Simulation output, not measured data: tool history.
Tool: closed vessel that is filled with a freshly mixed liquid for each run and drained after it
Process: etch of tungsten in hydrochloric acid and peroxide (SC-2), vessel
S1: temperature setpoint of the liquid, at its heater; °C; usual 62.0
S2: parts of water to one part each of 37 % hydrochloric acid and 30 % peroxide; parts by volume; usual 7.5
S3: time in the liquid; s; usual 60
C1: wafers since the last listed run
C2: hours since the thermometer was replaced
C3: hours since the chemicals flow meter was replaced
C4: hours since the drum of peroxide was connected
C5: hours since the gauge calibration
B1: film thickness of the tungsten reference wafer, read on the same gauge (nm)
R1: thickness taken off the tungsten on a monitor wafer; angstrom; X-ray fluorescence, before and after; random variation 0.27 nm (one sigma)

{"run": 1, "hour": 0.0, "S1": 62.0, "S2": 7.5, "S3": 60, "C1": 0, "C2": 929.2, "C3": 962.3, "C4": 382.4, "C5": 149.3, "B1": 119.98, "R1": 408.7}
{"hour": 11.1, "done": "thermometer replaced"}
{"hour": 122.3, "done": "new drum of peroxide connected"}
{"run": 2, "hour": 210.9, "S1": 62.0, "S2": 7.5, "S3": 60, "C1": 18477, "C2": 199.8, "C3": 1173.2, "C4": 88.6, "C5": 360.2, "B1": 119.99, "R1": 402.6}
{"run": 3, "hour": 290.5, "S1": 62.0, "S2": 7.5, "S3": 60, "C1": 7040, "C2": 279.4, "C3": 1252.8, "C4": 168.2, "C5": 439.8, "B1": 120.04, "R1": 413.2}
{"run": 4, "hour": 345.9, "S1": 62.0, "S2": 8.5, "S3": 60, "C1": 4900, "C2": 334.8, "C3": 1308.2, "C4": 223.6, "C5": 495.2, "B1": 119.98, "R1": 373.8}
{"run": 5, "hour": 392.8, "S1": 62.0, "S2": 8.5, "S3": 60, "C1": 4148, "C2": 381.7, "C3": 1355.1, "C4": 270.5, "C5": 542.1, "B1": 119.98, "R1": 367.5}
{"run": 6, "hour": 461.4, "S1": 62.0, "S2": 8.5, "S3": 60, "C1": 6067, "C2": 450.3, "C3": 1423.7, "C4": 339.1, "C5": 610.7, "B1": 119.99, "R1": 366.4}
{"run": 7, "hour": 506.1, "S1": 62.0, "S2": 7.5, "S3": 60, "C1": 3953, "C2": 495.0, "C3": 1468.4, "C4": 383.8, "C5": 655.4, "B1": 120.03, "R1": 410.0}
{"run": 8, "hour": 545.3, "S1": 62.0, "S2": 7.5, "S3": 60, "C1": 3467, "C2": 534.2, "C3": 1507.6, "C4": 423.0, "C5": 694.6, "B1": 119.99, "R1": 405.2}
{"hour": 592.7, "done": "new drum of peroxide connected"}
{"run": 9, "hour": 601.3, "S1": 60.0, "S2": 7.5, "S3": 60, "C1": 4864, "C2": 590.2, "C3": 1563.6, "C4": 8.6, "C5": 750.6, "B1": 119.96, "R1": 360.3}
{"hour": 642.7, "done": "gauge calibrated"}
{"run": 10, "hour": 654.3, "S1": 60.0, "S2": 7.5, "S3": 60, "C1": 4687, "C2": 643.2, "C3": 1616.6, "C4": 61.6, "C5": 11.6, "B1": 119.98, "R1": 359.9}
{"run": 11, "hour": 715.0, "S1": 60.0, "S2": 7.5, "S3": 60, "C1": 5368, "C2": 703.9, "C3": 1677.3, "C4": 122.3, "C5": 72.3, "B1": 119.99, "R1": 358.2}
{"run": 12, "hour": 765.4, "S1": 60.0, "S2": 7.5, "S3": 60, "C1": 4457, "C2": 754.3, "C3": 1727.7, "C4": 172.7, "C5": 122.7, "B1": 119.98, "R1": 356.8}
{"run": 13, "hour": 829.4, "S1": 62.0, "S2": 7.5, "S3": 90, "C1": 5660, "C2": 818.3, "C3": 1791.7, "C4": 236.7, "C5": 186.7, "B1": 120.02, "R1": 612.7}
{"hour": 866.4, "done": "chemicals flow meter replaced"}
{"run": 14, "hour": 867.2, "S1": 62.0, "S2": 5.5, "S3": 60, "C1": 3254, "C2": 856.1, "C3": 0.8, "C4": 274.5, "C5": 224.5, "B1": 119.99, "R1": 514.7}
{"run": 15, "hour": 901.0, "S1": 60.0, "S2": 7.5, "S3": 60, "C1": 2989, "C2": 889.9, "C3": 34.6, "C4": 308.3, "C5": 258.3, "B1": 120.02, "R1": 357.3}
{"run": 16, "hour": 964.1, "S1": 54.0, "S2": 4.0, "S3": 40, "C1": 5581, "C2": 953.0, "C3": 97.7, "C4": 371.4, "C5": 321.4, "B1": 120.04, "R1": 258.9}
{"hour": 992.1, "done": "thermometer replaced"}
{"run": 17, "hour": 993.3, "S1": 62.0, "S2": 5.0, "S3": 30, "C1": 2494, "C2": 1.2, "C3": 126.9, "C4": 400.6, "C5": 350.6, "B1": 119.99, "R1": 280.4}
{"hour": 1009.4, "done": "new drum of peroxide connected"}
{"run": 18, "hour": 1047.2, "S1": 62.0, "S2": 4.0, "S3": 80, "C1": 4679, "C2": 55.1, "C3": 180.8, "C4": 37.8, "C5": 404.5, "B1": 120.06, "R1": 851.7}
{"run": 19, "hour": 1112.2, "S1": 69.0, "S2": 6.5, "S3": 45, "C1": 5749, "C2": 120.1, "C3": 245.8, "C4": 102.8, "C5": 469.5, "B1": 119.96, "R1": 517.4}
{"run": 20, "hour": 1145.1, "S1": 62.0, "S2": 7.5, "S3": 60, "C1": 2910, "C2": 153.0, "C3": 278.7, "C4": 135.7, "C5": 502.4, "B1": 120.04, "R1": 407.1}
{"run": 21, "hour": 1219.3, "S1": 55.5, "S2": 7.5, "S3": 60, "C1": 6563, "C2": 227.2, "C3": 352.9, "C4": 209.9, "C5": 576.6, "B1": 120.02, "R1": 267.5}
{"run": 22, "hour": 1271.8, "S1": 71.5, "S2": 7.5, "S3": 40, "C1": 4643, "C2": 279.7, "C3": 405.4, "C4": 262.4, "C5": 629.1, "B1": 120.01, "R1": 478.4}

How the hidden state differs across the entries between the runs, from the last listed run before each to the first after it:
Between runs 1 and 2: thermometer replaced (hour 11.1); new drum of peroxide connected (hour 122.3)
  no hidden state differs between the two runs
Between runs 8 and 9: new drum of peroxide connected (hour 592.7)
  no hidden state differs between the two runs
Between runs 9 and 10: gauge calibrated (hour 642.7)
  no hidden state differs between the two runs
Between runs 13 and 14: chemicals flow meter replaced (hour 866.4)
  no hidden state differs between the two runs
Between runs 16 and 17: thermometer replaced (hour 992.1)
  no hidden state differs between the two runs
Between runs 17 and 18: new drum of peroxide connected (hour 1009.4)
  no hidden state differs between the two runs

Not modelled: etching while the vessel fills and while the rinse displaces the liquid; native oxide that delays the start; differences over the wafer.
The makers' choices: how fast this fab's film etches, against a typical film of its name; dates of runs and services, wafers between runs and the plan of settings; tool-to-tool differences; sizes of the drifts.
